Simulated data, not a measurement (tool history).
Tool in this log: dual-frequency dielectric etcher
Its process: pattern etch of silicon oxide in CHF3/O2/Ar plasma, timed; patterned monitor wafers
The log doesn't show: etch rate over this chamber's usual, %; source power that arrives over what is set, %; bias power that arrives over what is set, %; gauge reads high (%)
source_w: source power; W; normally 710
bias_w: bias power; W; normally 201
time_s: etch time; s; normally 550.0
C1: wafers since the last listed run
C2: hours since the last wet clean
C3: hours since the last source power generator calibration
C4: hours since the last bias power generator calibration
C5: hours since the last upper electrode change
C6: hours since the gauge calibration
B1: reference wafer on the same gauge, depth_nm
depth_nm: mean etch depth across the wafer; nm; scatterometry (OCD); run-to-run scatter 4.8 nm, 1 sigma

run 1 hour=0.0 | source_w=710 bias_w=184 time_s=550.0 | C1=0 C2=274.9 C3=2864.8 C4=0.5 C5=93.8 C6=1458.1 | B1=1429.5 | depth_nm=1164.0
run 2 hour=42.0 | source_w=710 bias_w=201 time_s=550.0 | C1=140 C2=316.9 C3=2906.8 C4=42.5 C5=135.8 C6=1500.1 | B1=1428.6 | depth_nm=1190.3
run 3 hour=142.3 | source_w=710 bias_w=201 time_s=550.0 | C1=334 C2=417.2 C3=3007.1 C4=142.8 C5=236.1 C6=1600.4 | B1=1430.0 | depth_nm=1175.5
run 4 hour=185.7 | source_w=710 bias_w=201 time_s=550.0 | C1=144 C2=460.6 C3=3050.5 C4=186.2 C5=279.5 C6=1643.8 | B1=1430.0 | depth_nm=1178.5
-- hour=208.9 source power generator calibrated
run 5 hour=277.5 | source_w=710 bias_w=201 time_s=550.0 | C1=292 C2=552.4 C3=68.6 C4=278.0 C5=371.3 C6=1735.6 | B1=1429.1 | depth_nm=1170.4
run 6 hour=373.5 | source_w=710 bias_w=201 time_s=550.0 | C1=320 C2=648.4 C3=164.6 C4=374.0 C5=467.3 C6=1831.6 | B1=1429.7 | depth_nm=1166.4
-- hour=438.7 wet clean of the chamber
run 7 hour=448.9 | source_w=710 bias_w=160 time_s=550.0 | C1=171 C2=10.2 C3=240.0 C4=449.4 C5=542.7 C6=1907.0 | B1=1429.8 | depth_nm=1131.9
-- hour=478.6 gauge calibrated
run 8 hour=532.9 | source_w=610 bias_w=201 time_s=446.0 | C1=280 C2=94.2 C3=324.0 C4=533.4 C5=626.7 C6=54.3 | B1=1429.9 | depth_nm=929.5
run 9 hour=626.0 | source_w=610 bias_w=201 time_s=446.0 | C1=310 C2=187.3 C3=417.1 C4=626.5 C5=719.8 C6=147.4 | B1=1430.1 | depth_nm=927.8
run 10 hour=733.0 | source_w=710 bias_w=229 time_s=414.5 | C1=357 C2=294.3 C3=524.1 C4=733.5 C5=826.8 C6=254.4 | B1=1430.9 | depth_nm=931.2
run 11 hour=798.9 | source_w=590 bias_w=218 time_s=486.5 | C1=219 C2=360.2 C3=590.0 C4=799.4 C5=892.7 C6=320.3 | B1=1428.1 | depth_nm=1010.4
run 12 hour=873.3 | source_w=710 bias_w=236 time_s=550.0 | C1=248 C2=434.6 C3=664.4 C4=873.8 C5=967.1 C6=394.7 | B1=1429.5 | depth_nm=1240.8
run 13 hour=934.1 | source_w=710 bias_w=201 time_s=550.0 | C1=202 C2=495.4 C3=725.2 C4=934.6 C5=1027.9 C6=455.5 | B1=1431.4 | depth_nm=1182.2
run 14 hour=983.0 | source_w=590 bias_w=165 time_s=644.0 | C1=163 C2=544.3 C3=774.1 C4=983.5 C5=1076.8 C6=504.4 | B1=1429.6 | depth_nm=1204.4
run 15 hour=1083.4 | source_w=530 bias_w=172 time_s=550.0 | C1=335 C2=644.7 C3=874.5 C4=1083.9 C5=1177.2 C6=604.8 | B1=1430.5 | depth_nm=1006.1
-- hour=1155.2 wet clean of the chamber
run 16 hour=1155.7 | source_w=710 bias_w=181 time_s=410.0 | C1=161 C2=0.5 C3=946.8 C4=1156.2 C5=1249.5 C6=677.1 | B1=1429.1 | depth_nm=859.9
run 17 hour=1188.8 | source_w=710 bias_w=201 time_s=550.0 | C1=110 C2=33.6 C3=979.9 C4=1189.3 C5=1282.6 C6=710.2 | B1=1429.6 | depth_nm=1190.0
run 18 hour=1235.4 | source_w=710 bias_w=201 time_s=550.0 | C1=155 C2=80.2 C3=1026.5 C4=1235.9 C5=1329.2 C6=756.8 | B1=1430.3 | depth_nm=1189.3
run 19 hour=1314.4 | source_w=660 bias_w=218 time_s=681.5 | C1=263 C2=159.2 C3=1105.5 C4=1314.9 C5=1408.2 C6=835.8 | B1=1430.1 | depth_nm=1478.0
run 20 hour=1353.2 | source_w=610 bias_w=162 time_s=459.5 | C1=129 C2=198.0 C3=1144.3 C4=1353.7 C5=1447.0 C6=874.6 | B1=1430.0 | depth_nm=873.8
run 21 hour=1456.7 | source_w=770 bias_w=223 time_s=550.0 | C1=345 C2=301.5 C3=1247.8 C4=1457.2 C5=1550.5 C6=978.1 | B1=1430.1 | depth_nm=1254.3
run 22 hour=1563.6 | source_w=710 bias_w=169 time_s=407.0 | C1=356 C2=408.4 C3=1354.7 C4=1564.1 C5=1657.4 C6=1085.0 | B1=1428.9 | depth_nm=818.5
run 23 hour=1756.4 | source_w=840 bias_w=201 time_s=426.5 | C1=643 C2=601.2 C3=1547.5 C4=1756.9 C5=1850.2 C6=1277.8 | B1=1430.0 | depth_nm=947.0
run 24 hour=1832.5 | source_w=820 bias_w=201 time_s=412.5 | C1=253 C2=677.3 C3=1623.6 C4=1833.0 C5=1926.3 C6=1353.9 | B1=1429.9 | depth_nm=897.8
-- hour=1927.0 wet clean of the chamber
run 25 hour=1927.5 | source_w=650 bias_w=201 time_s=550.0 | C1=236 C2=0.5 C3=1718.6 C4=1928.0 C5=2021.3 C6=1448.9 | B1=1429.3 | depth_nm=1173.4
run 26 hour=1973.4 | source_w=840 bias_w=201 time_s=550.0 | C1=153 C2=46.4 C3=1764.5 C4=1973.9 C5=2067.2 C6=1494.8 | B1=1429.4 | depth_nm=1277.7
run 27 hour=2045.5 | source_w=710 bias_w=201 time_s=455.0 | C1=240 C2=118.5 C3=1836.6 C4=2046.0 C5=2139.3 C6=1566.9 | B1=1429.5 | depth_nm=985.4
run 28 hour=2089.9 | source_w=820 bias_w=224 time_s=550.0 | C1=148 C2=162.9 C3=1881.0 C4=2090.4 C5=2183.7 C6=1611.3 | B1=1429.6 | depth_nm=1296.4

Alternative continuations, all from the tool just after run 28; predict every row:
run A hour=2090.5 | source_w=710 bias_w=201 time_s=462.0 | C1=2 C2=163.5 C3=1881.6 C4=2091.0 C5=2184.3 C6=1611.9 | B1=? | depth_nm=?
run B hour=2090.5 | source_w=550 bias_w=201 time_s=409.5 | C1=2 C2=163.5 C3=1881.6 C4=2091.0 C5=2184.3 C6=1611.9 | B1=? | depth_nm=?
run C hour=2090.5 | source_w=710 bias_w=201 time_s=452.0 | C1=2 C2=163.5 C3=1881.6 C4=2091.0 C5=2184.3 C6=1611.9 | B1=? | depth_nm=?
run D hour=2090.5 | source_w=800 bias_w=201 time_s=550.0 | C1=2 C2=163.5 C3=1881.6 C4=2091.0 C5=2184.3 C6=1611.9 | B1=? | depth_nm=?
run E hour=2090.5 | source_w=600 bias_w=201 time_s=503.0 | C1=2 C2=163.5 C3=1881.6 C4=2091.0 C5=2184.3 C6=1611.9 | B1=? | depth_nm=?

run=A B1=1429.4 depth_nm=1002.4
run=B B1=1429.4 depth_nm=817.4
run=C B1=1429.4 depth_nm=980.7
run=D B1=1429.4 depth_nm=1242.2
run=E B1=1429.4 depth_nm=1032.6
The same runs, with their run-to-run variation unchanged, on a tool lacking any hidden condition would have given:
run=A depth_nm=1009.0
run=B depth_nm=822.8
run=C depth_nm=987.2
run=D depth_nm=1250.4
run=E depth_nm=1039.4

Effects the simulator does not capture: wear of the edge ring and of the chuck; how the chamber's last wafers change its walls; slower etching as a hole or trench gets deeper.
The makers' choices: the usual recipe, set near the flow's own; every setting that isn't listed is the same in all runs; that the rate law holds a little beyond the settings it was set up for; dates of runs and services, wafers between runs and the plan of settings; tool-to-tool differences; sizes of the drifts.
